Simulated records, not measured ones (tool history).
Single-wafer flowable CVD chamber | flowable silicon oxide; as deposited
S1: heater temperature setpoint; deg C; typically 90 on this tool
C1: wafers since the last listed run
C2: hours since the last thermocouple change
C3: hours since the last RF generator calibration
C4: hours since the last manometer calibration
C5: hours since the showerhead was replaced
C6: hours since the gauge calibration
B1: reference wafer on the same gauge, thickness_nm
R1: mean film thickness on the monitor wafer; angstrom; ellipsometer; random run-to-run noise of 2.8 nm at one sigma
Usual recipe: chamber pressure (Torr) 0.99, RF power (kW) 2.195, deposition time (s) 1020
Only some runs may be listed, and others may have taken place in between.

run 1 hour=0 | S1=90 chamber_pressure_(Torr)=0.99 RF_power_(kW)=2.195 deposition_time_(s)=1120 | C1=0 C2=634 C3=1126.5 C4=1173.8 C5=7182.5 C6=465 | B1=1361.375 | R1=12477.67
run 2 hour=44.8 | S1=90 chamber_pressure_(Torr)=0.99 RF_power_(kW)=2.195 deposition_time_(s)=1120 | C1=72 C2=678.8 C3=1171.3 C4=1218.6 C5=7227.3 C6=509.8 | B1=1360.117 | R1=12471.65
run 3 hour=117.1 | S1=90 chamber_pressure_(Torr)=0.99 RF_power_(kW)=2.195 deposition_time_(s)=1120 | C1=116 C2=751.1 C3=1243.6 C4=1290.9 C5=7299.6 C6=582.1 | B1=1360.2 | R1=12479.02
run 4 hour=188.7 | S1=90 chamber_pressure_(Torr)=0.99 RF_power_(kW)=2.195 deposition_time_(s)=1020 | C1=115 C2=822.7 C3=1315.2 C4=1362.5 C5=7371.2 C6=653.7 | B1=1359.596 | R1=11369.05
-- hour=192.3 gauge calibrated
run 5 hour=225.9 | S1=81 chamber_pressure_(Torr)=0.99 RF_power_(kW)=2.195 deposition_time_(s)=1020 | C1=59 C2=859.9 C3=1352.4 C4=1399.7 C5=7408.4 C6=33.6 | B1=1359.263 | R1=15034.99
run 6 hour=266.8 | S1=81 chamber_pressure_(Torr)=0.99 RF_power_(kW)=2.195 deposition_time_(s)=1020 | C1=65 C2=900.8 C3=1393.3 C4=1440.6 C5=7449.3 C6=74.5 | B1=1360.535 | R1=15042.48
run 7 hour=335 | S1=81 chamber_pressure_(Torr)=0.99 RF_power_(kW)=2.195 deposition_time_(s)=1020 | C1=109 C2=969 C3=1461.5 C4=1508.8 C5=7517.5 C6=142.7 | B1=1359.518 | R1=15051.06
-- hour=351.8 thermocouple changed; heater temperature recalibrated
run 8 hour=367.2 | S1=95 chamber_pressure_(Torr)=0.929 RF_power_(kW)=2.195 deposition_time_(s)=1020 | C1=38 C2=15.4 C3=1493.7 C4=1541 C5=7549.7 C6=174.9 | B1=1359.203 | R1=8951.49
run 9 hour=405.4 | S1=90 chamber_pressure_(Torr)=0.99 RF_power_(kW)=2.465 deposition_time_(s)=1020 | C1=61 C2=53.6 C3=1531.9 C4=1579.2 C5=7587.9 C6=213.1 | B1=1360.128 | R1=11560.74
run 10 hour=446.5 | S1=90 chamber_pressure_(Torr)=0.99 RF_power_(kW)=2.195 deposition_time_(s)=1020 | C1=66 C2=94.7 C3=1573 C4=1620.3 C5=7629 C6=254.2 | B1=1359.056 | R1=11310.87
-- hour=465.9 RF generator calibrated
-- hour=484.2 showerhead replaced
run 11 hour=484.7 | S1=90 chamber_pressure_(Torr)=0.99 RF_power_(kW)=2.195 deposition_time_(s)=1020 | C1=35 C2=132.9 C3=18.8 C4=1658.5 C5=0.5 C6=292.4 | B1=1358.939 | R1=11512.15
-- hour=525.9 capacitance manometer re-zeroed and calibrated
run 12 hour=548.7 | S1=90 chamber_pressure_(Torr)=0.99 RF_power_(kW)=1.87 deposition_time_(s)=1020 | C1=90 C2=196.9 C3=82.8 C4=22.8 C5=64.5 C6=356.4 | B1=1359.678 | R1=11080.72
run 13 hour=698.8 | S1=90 chamber_pressure_(Torr)=1.107 RF_power_(kW)=2.195 deposition_time_(s)=960 | C1=241 C2=347 C3=232.9 C4=172.9 C5=214.6 C6=506.5 | B1=1358.722 | R1=12033.45
run 14 hour=736.4 | S1=90 chamber_pressure_(Torr)=1.186 RF_power_(kW)=2.195 deposition_time_(s)=1020 | C1=60 C2=384.6 C3=270.5 C4=210.5 C5=252.2 C6=544.1 | B1=1359.205 | R1=13650.42
run 15 hour=787.5 | S1=90 chamber_pressure_(Torr)=0.99 RF_power_(kW)=2.195 deposition_time_(s)=1020 | C1=82 C2=435.7 C3=321.6 C4=261.6 C5=303.3 C6=595.2 | B1=1360.352 | R1=11475.35
run 16 hour=812.8 | S1=78 chamber_pressure_(Torr)=0.818 RF_power_(kW)=2.585 deposition_time_(s)=1210 | C1=40 C2=461 C3=346.9 C4=286.9 C5=328.6 C6=620.5 | B1=1359.679 | R1=16544.62
-- hour=875.1 gauge calibrated
run 17 hour=1025 | S1=83 chamber_pressure_(Torr)=0.822 RF_power_(kW)=2.39 deposition_time_(s)=1170 | C1=341 C2=673.2 C3=559.1 C4=499.1 C5=540.8 C6=149.9 | B1=1360.75 | R1=13744.2
run 18 hour=1066.5 | S1=80 chamber_pressure_(Torr)=0.885 RF_power_(kW)=2.625 deposition_time_(s)=1020 | C1=66 C2=714.7 C3=600.6 C4=540.6 C5=582.3 C6=191.4 | B1=1359.35 | R1=14312.31
run 19 hour=1133.8 | S1=80 chamber_pressure_(Torr)=1.09 RF_power_(kW)=2.41 deposition_time_(s)=1020 | C1=108 C2=782 C3=667.9 C4=607.9 C5=649.6 C6=258.7 | B1=1360.013 | R1=17392.29

4 options for the next run, each taken on its own from the tool as it stands now. Forecast them:
run A hour=1134.5 | S1=100 chamber_pressure_(Torr)=0.99 RF_power_(kW)=2.195 deposition_time_(s)=1020 | C1=1 C2=782.7 C3=668.6 C4=608.6 C5=650.3 C6=259.4 | B1=? | R1=?
run B hour=1134.5 | S1=90 chamber_pressure_(Torr)=0.889 RF_power_(kW)=2.195 deposition_time_(s)=1150 | C1=1 C2=782.7 C3=668.6 C4=608.6 C5=650.3 C6=259.4 | B1=? | R1=?
run C hour=1134.5 | S1=99 chamber_pressure_(Torr)=0.889 RF_power_(kW)=1.8 deposition_time_(s)=1020 | C1=1 C2=782.7 C3=668.6 C4=608.6 C5=650.3 C6=259.4 | B1=? | R1=?
run D hour=1134.5 | S1=90 chamber_pressure_(Torr)=0.918 RF_power_(kW)=1.915 deposition_time_(s)=1020 | C1=1 C2=782.7 C3=668.6 C4=608.6 C5=650.3 C6=259.4 | B1=? | R1=?

run=A B1=1359.963 R1=8086.74
run=B B1=1359.963 R1=11594.49
run=C B1=1359.963 R1=7228.25
run=D B1=1359.963 R1=10337.53
What these runs would have given with no unlogged condition in the tool:
run=A R1=8110.79
run=B R1=11628.96
run=C R1=7259.66
run=D R1=10373.92
